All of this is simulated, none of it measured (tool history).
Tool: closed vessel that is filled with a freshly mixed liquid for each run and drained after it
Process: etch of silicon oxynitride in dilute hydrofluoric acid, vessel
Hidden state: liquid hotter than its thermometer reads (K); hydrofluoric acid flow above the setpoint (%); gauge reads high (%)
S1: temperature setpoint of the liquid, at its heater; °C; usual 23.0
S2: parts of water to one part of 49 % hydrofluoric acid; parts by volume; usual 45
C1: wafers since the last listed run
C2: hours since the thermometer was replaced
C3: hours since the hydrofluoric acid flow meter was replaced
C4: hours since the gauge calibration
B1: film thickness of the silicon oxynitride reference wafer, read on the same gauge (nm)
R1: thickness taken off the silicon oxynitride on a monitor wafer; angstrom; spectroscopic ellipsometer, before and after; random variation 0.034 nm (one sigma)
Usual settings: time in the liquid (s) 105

run 1 hour=0.0 | S1=23.0 S2=45 time_in_the_liquid_(s)=105 | C1=0 C2=705.2 C3=565.9 C4=799.4 | B1=109.98 | R1=70.3
run 2 hour=54.8 | S1=23.0 S2=45 time_in_the_liquid_(s)=105 | C1=4437 C2=760.0 C3=620.7 C4=854.2 | B1=110.04 | R1=70.3
run 3 hour=90.7 | S1=23.0 S2=45 time_in_the_liquid_(s)=105 | C1=2906 C2=795.9 C3=656.6 C4=890.1 | B1=110.02 | R1=70.8
run 4 hour=117.8 | S1=23.0 S2=45 time_in_the_liquid_(s)=105 | C1=2194 C2=823.0 C3=683.7 C4=917.2 | B1=109.95 | R1=71.0
run 5 hour=177.5 | S1=23.0 S2=45 time_in_the_liquid_(s)=105 | C1=4834 C2=882.7 C3=743.4 C4=976.9 | B1=110.01 | R1=70.3
-- hour=185.0 hydrofluoric acid flow meter replaced
run 6 hour=241.4 | S1=23.0 S2=45 time_in_the_liquid_(s)=105 | C1=5093 C2=946.6 C3=56.4 C4=1040.8 | B1=110.02 | R1=70.7
run 7 hour=413.5 | S1=23.0 S2=45 time_in_the_liquid_(s)=105 | C1=13935 C2=1118.7 C3=228.5 C4=1212.9 | B1=109.99 | R1=70.8
run 8 hour=479.9 | S1=23.0 S2=45 time_in_the_liquid_(s)=105 | C1=5376 C2=1185.1 C3=294.9 C4=1279.3 | B1=110.03 | R1=69.9
run 9 hour=504.6 | S1=23.0 S2=45 time_in_the_liquid_(s)=105 | C1=2000 C2=1209.8 C3=319.6 C4=1304.0 | B1=110.03 | R1=70.3
run 10 hour=530.4 | S1=23.0 S2=45 time_in_the_liquid_(s)=105 | C1=2089 C2=1235.6 C3=345.4 C4=1329.8 | B1=109.97 | R1=70.4
run 11 hour=594.5 | S1=25.5 S2=45 time_in_the_liquid_(s)=105 | C1=5190 C2=1299.7 C3=409.5 C4=1393.9 | B1=110.03 | R1=79.9
run 12 hour=663.8 | S1=20.0 S2=45 time_in_the_liquid_(s)=140 | C1=5611 C2=1369.0 C3=478.8 C4=1463.2 | B1=109.98 | R1=80.5
run 13 hour=709.8 | S1=23.0 S2=45 time_in_the_liquid_(s)=105 | C1=3724 C2=1415.0 C3=524.8 C4=1509.2 | B1=109.97 | R1=70.5
run 14 hour=742.1 | S1=23.0 S2=45 time_in_the_liquid_(s)=105 | C1=2615 C2=1447.3 C3=557.1 C4=1541.5 | B1=110.00 | R1=70.2
run 15 hour=789.6 | S1=23.0 S2=45 time_in_the_liquid_(s)=105 | C1=3846 C2=1494.8 C3=604.6 C4=1589.0 | B1=109.98 | R1=70.7
-- hour=795.1 gauge calibrated
run 16 hour=856.9 | S1=23.0 S2=45 time_in_the_liquid_(s)=105 | C1=5449 C2=1562.1 C3=671.9 C4=61.8 | B1=110.05 | R1=70.4
run 17 hour=915.2 | S1=20.0 S2=60 time_in_the_liquid_(s)=135 | C1=4720 C2=1620.4 C3=730.2 C4=120.1 | B1=110.02 | R1=58.2
-- hour=934.2 thermometer replaced
run 18 hour=946.6 | S1=23.0 S2=35 time_in_the_liquid_(s)=50 | C1=2461 C2=12.4 C3=761.6 C4=151.5 | B1=110.01 | R1=44.0
run 19 hour=1003.7 | S1=23.0 S2=35 time_in_the_liquid_(s)=50 | C1=4623 C2=69.5 C3=818.7 C4=208.6 | B1=109.97 | R1=43.8
run 20 hour=1040.5 | S1=23.0 S2=45 time_in_the_liquid_(s)=105 | C1=2979 C2=106.3 C3=855.5 C4=245.4 | B1=110.03 | R1=70.9
-- hour=1089.2 hydrofluoric acid flow meter replaced
run 21 hour=1098.7 | S1=23.0 S2=30 time_in_the_liquid_(s)=70 | C1=4631 C2=164.5 C3=9.5 C4=303.6 | B1=110.04 | R1=71.0
run 22 hour=1166.2 | S1=26.5 S2=45 time_in_the_liquid_(s)=105 | C1=5465 C2=232.0 C3=77.0 C4=371.1 | B1=110.00 | R1=83.5
run 23 hour=1323.2 | S1=23.0 S2=55 time_in_the_liquid_(s)=105 | C1=12712 C2=389.0 C3=234.0 C4=528.1 | B1=110.01 | R1=57.3
run 24 hour=1370.0 | S1=24.5 S2=45 time_in_the_liquid_(s)=80 | C1=3789 C2=435.8 C3=280.8 C4=574.9 | B1=109.95 | R1=58.1
run 25 hour=1403.2 | S1=23.0 S2=45 time_in_the_liquid_(s)=105 | C1=2688 C2=469.0 C3=314.0 C4=608.1 | B1=110.01 | R1=70.0
run 26 hour=1457.8 | S1=18.0 S2=60 time_in_the_liquid_(s)=105 | C1=4421 C2=523.6 C3=368.6 C4=662.7 | B1=109.98 | R1=40.7
run 27 hour=1492.9 | S1=27.0 S2=50 time_in_the_liquid_(s)=130 | C1=2842 C2=558.7 C3=403.7 C4=697.8 | B1=110.00 | R1=94.4
run 28 hour=1560.8 | S1=23.0 S2=45 time_in_the_liquid_(s)=105 | C1=5498 C2=626.6 C3=471.6 C4=765.7 | B1=110.01 | R1=69.8
run 29 hour=1587.4 | S1=18.0 S2=45 time_in_the_liquid_(s)=105 | C1=2153 C2=653.2 C3=498.2 C4=792.3 | B1=110.02 | R1=54.7
run 30 hour=1617.9 | S1=25.5 S2=45 time_in_the_liquid_(s)=105 | C1=2469 C2=683.7 C3=528.7 C4=822.8 | B1=110.03 | R1=79.6

The tool's hidden state at each run:
liquid hotter than its thermometer reads (K): 0 in every run
hydrofluoric acid flow above the setpoint (%): 0 in every run
gauge reads high (%): 0 in every run
